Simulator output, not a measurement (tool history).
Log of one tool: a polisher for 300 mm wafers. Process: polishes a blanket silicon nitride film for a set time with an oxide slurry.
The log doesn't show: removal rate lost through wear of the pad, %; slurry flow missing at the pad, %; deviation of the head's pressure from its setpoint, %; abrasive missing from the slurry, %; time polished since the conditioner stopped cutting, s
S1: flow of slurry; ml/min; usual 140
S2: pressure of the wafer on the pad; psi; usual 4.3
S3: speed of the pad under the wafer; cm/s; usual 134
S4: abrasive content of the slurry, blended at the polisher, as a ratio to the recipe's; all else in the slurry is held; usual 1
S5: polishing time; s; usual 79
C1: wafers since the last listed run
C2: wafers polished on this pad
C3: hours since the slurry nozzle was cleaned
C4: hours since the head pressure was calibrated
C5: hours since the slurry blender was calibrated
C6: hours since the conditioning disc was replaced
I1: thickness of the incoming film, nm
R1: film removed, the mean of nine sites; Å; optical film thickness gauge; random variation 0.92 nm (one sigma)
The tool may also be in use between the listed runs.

run     day   S1   S2   S3    S4   S5    C1    C2     C3     C4     C5     C6     I1   R1
  1       0  140  4.3  134     1   69     0  1941  327.3   61.8  347.6  246.8  334.1  603
  2   1.096  140  4.3  134   0.8  103   208  2150  353.6   88.1  373.9  273.1  340.1  797
  3   2.992  140  4.3  134     1   61   361  2512  399.1  133.6  419.4  318.6    341  526
  4    4.35  165  4.3  134  0.85   79   258  2770  431.7  166.2    452  351.2  346.3  643
  5    9.85  140  4.3  134     1   53  1048  3819  563.7  298.2    584  483.2  335.3  445
     11.262  -- conditioning disc replaced and pad reconditioned
     12.129  -- slurry nozzle cleaned
  6   12.15  185  4.3  110  1.25   79   414  4233    0.5  353.4  639.2   21.3    343  616
     12.288  -- slurry blender recalibrated
     16.625  -- worn pad replaced by a new one
  7  20.375  140  5.4  134     1   79  1520   714  197.9  550.8  194.1  218.7  343.8  899
  8  21.825  165  4.3  134     1   79   276   991  232.7  585.6  228.9  253.5  336.1  711
  9  22.888  140  4.3  164     1   79   202  1193  258.2  611.1  254.4    279  342.9  809
     29.462  -- head pressure recalibrated
 10  31.075  185  4.3  134     1   79  1544  2738  454.7   38.7  450.9  475.5  340.3  689
 11  33.383  140  5.6  134     1   59   439  3178  510.1   94.1  506.3  530.9    340  630
     33.812  -- slurry nozzle cleaned
 12    35.7  140  4.3  134     1   79   433  3611   45.3  149.7  561.9  586.5  341.6  638
     36.125  -- slurry blender recalibrated
     36.625  -- conditioning disc replaced and pad reconditioned
 13  37.212  120  4.3  134   0.9   52   256  3868   81.6    186   26.1   14.1  342.3  392
     37.583  -- worn pad replaced by a new one
 14  39.696  110  3.3  134  1.25   79   441   402  141.2  245.6   85.7   73.7  339.2  584
 15      41  140  4.3  134     1   79   248   651  172.5  276.9    117    105  335.9  721
 16  42.925  140  4.3  162  1.15   79   366  1018  218.7  323.1  163.2  151.2  342.4  879
 17  44.617  140  4.3  166  0.75   56   322  1340  259.3  363.7  203.8  191.8    340  518
 18  47.196  140  4.3  134     1   79   491  1832  321.2  425.6  265.7  253.7  335.4  711
 19  48.421  165  4.3   90  0.85   97   233  2065  350.6    455  295.1  283.1  342.3  577
 20  51.054  180  4.3  134     1   79   501  2567  413.8  518.2  358.3  346.3  337.3  706
 21  52.896  140  4.3  134   0.7   79   351  2918    458  562.4  402.5  390.5  342.1  571
 22   54.65  160  4.3  134   0.9   79   334  3253  500.1  604.5  444.6  432.6  337.1  641
 23  56.946  140  4.3  134     1   79   437  3690  555.2  659.6  499.7  487.7  335.6  643
     58.142  -- head pressure recalibrated
 24  58.592  140  4.3  162  1.15   79   297  3988  594.7   10.8  539.2  527.2  342.2  781
     61.225  -- slurry nozzle cleaned
 25  61.396  140  4.3  134     1   57   526  4514    4.1   78.1  606.5  594.5  341.1  460

4 ways to go on from here, each from the tool as it stands after run 25. What would each give?
  A  61.412  140  3.3  134   1  79   3  4518  4.5  78.5  606.9  594.9  342.9   ?
  B  61.412  140  4.3   92   1  79   3  4518  4.5  78.5  606.9  594.9  342.9   ?
  C  61.412  140  5.5  134   1  79   3  4518  4.5  78.5  606.9  594.9  342.9   ?
  D  61.412  140  4.3   96   1  65   3  4518  4.5  78.5  606.9  594.9  342.9   ?

run   R1
  A  481
  B  464
  C  802
  D  395
Without the tool's hidden state the same runs would have given:
run   R1
  A  562
  B  542
  C  937
  D  462
